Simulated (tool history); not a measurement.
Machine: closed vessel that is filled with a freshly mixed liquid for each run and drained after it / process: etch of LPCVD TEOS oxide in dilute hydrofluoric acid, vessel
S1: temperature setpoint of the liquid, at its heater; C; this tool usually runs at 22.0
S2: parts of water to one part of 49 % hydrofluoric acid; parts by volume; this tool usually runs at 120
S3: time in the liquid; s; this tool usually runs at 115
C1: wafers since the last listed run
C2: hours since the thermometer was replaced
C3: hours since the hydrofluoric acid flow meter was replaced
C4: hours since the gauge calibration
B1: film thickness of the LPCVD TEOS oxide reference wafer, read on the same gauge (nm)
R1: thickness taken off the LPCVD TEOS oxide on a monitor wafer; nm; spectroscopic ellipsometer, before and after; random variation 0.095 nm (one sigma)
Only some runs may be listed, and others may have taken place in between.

run    hour    S1   S2   S3     C1     C2      C3      C4     B1     R1
  1     0.0  22.0  120  145      0  604.3   491.4   510.1  29.98  28.85
  2    40.5  22.0  120  145   5457  644.8   531.9   550.6  29.95  28.78
  3   127.9  18.5  120  115  11776  732.2   619.3   638.0  30.00  19.96
  4   167.1  18.5  120  115   5281  771.4   658.5   677.2  30.00  20.01
  5   261.6  18.5  120  115  12733  865.9   753.0   771.7  30.00  20.08
  6   341.4  22.0  120   70  10752  945.7   832.8   851.5  29.99  14.04
      350.6  -- thermometer replaced
  7   421.1  22.0  120   70  10604   70.5   912.5   931.2  29.99  13.87
  8   526.4  22.0  120   70  14188  175.8  1017.8  1036.5  30.00  13.74
  9   621.1  20.5  120  115  12760  270.5  1112.5  1131.2  30.00  21.47
 10   859.6  20.5  120  115  32135  509.0  1351.0  1369.7  29.98  21.70
 11   911.8  20.5  120  115   7033  561.2  1403.2  1421.9  30.00  21.89
 12   988.4  22.0   90   65  10321  637.8  1479.8  1498.5  30.01  18.00
 13  1062.7  22.0   90   65  10011  712.1  1554.1  1572.8  29.97  18.09
 14  1113.4  22.0   75  115   6831  762.8  1604.8  1623.5  29.99  39.46
 15  1208.3  19.0  120  180  12786  857.7  1699.7  1718.4  30.02  32.21
     1216.4  -- thermometer replaced
 16  1248.4  22.0  120  160   5268   32.0  1739.8  1758.5  30.02  31.84
 17  1288.9  22.0  120  115   5457   72.5  1780.3  1799.0  30.01  23.03
 18  1367.5  17.0  135   70  10590  151.1  1858.9  1877.6  30.01  10.00
 19  1451.3  22.0  120  115  11291  234.9  1942.7  1961.4  29.98  22.97
     1470.8  -- hydrofluoric acid flow meter replaced
 20  1558.3  22.0  120  115  14282  341.9    87.5  2068.4  29.99  22.66
 21  1651.3  19.0  120  185  12530  434.9   180.5  2161.4  30.02  32.30
 22  1699.2  22.0  120  160   6454  482.8   228.4  2209.3  30.01  31.62
 23  1759.0  18.5  120   80   8057  542.6   288.2  2269.1  30.00  13.78
 24  1815.0  24.5  120   95   7545  598.6   344.2  2325.1  29.98  20.75
 25  1858.1  22.0  120  115   5807  641.7   387.3  2368.2  30.00  22.80
     1877.0  -- gauge calibrated
 26  1950.1  26.5  120  115  12396  733.7   479.3    73.1  30.01  27.39
 27  2045.2  19.0  120  115  12813  828.8   574.4   168.2  30.02  20.36
 28  2083.0  25.5   95  115   5093  866.6   612.2   206.0  30.00  34.23
 29  2128.5  22.0  120  115   6130  912.1   657.7   251.5  29.98  23.10
 30  2197.6  24.0  100   75   9310  981.2   726.8   320.6  30.03  19.96
     2206.7  -- thermometer replaced
 31  2269.2  22.0   85  115   9512   62.5   798.4   392.2  30.01  33.33
 32  2318.0  25.0  120  115   6575  111.3   847.2   441.0  30.00  25.66
 33  2390.0  22.0  120   60   9701  183.3   919.2   513.0  29.95  11.96
 34  2494.3  24.5  165  115  14053  287.6  1023.5   617.3  29.98  17.28

Here are 3 independent what-if runs from the current tool condition. What would each one return?
  A  2495.0  22.0  120  115  94  288.3  1024.2  618.0   ?   ?
  B  2495.0  25.5  150   55  94  288.3  1024.2  618.0   ?   ?
  C  2495.0  18.0  160  170  94  288.3  1024.2  618.0   ?   ?

run     B1     R1
  A  30.02  22.99
  B  30.02   9.73
  C  30.02  20.83
Without the tool's hidden state the same runs would have given:
run     R1
  A  22.48
  B   9.51
  C  20.36

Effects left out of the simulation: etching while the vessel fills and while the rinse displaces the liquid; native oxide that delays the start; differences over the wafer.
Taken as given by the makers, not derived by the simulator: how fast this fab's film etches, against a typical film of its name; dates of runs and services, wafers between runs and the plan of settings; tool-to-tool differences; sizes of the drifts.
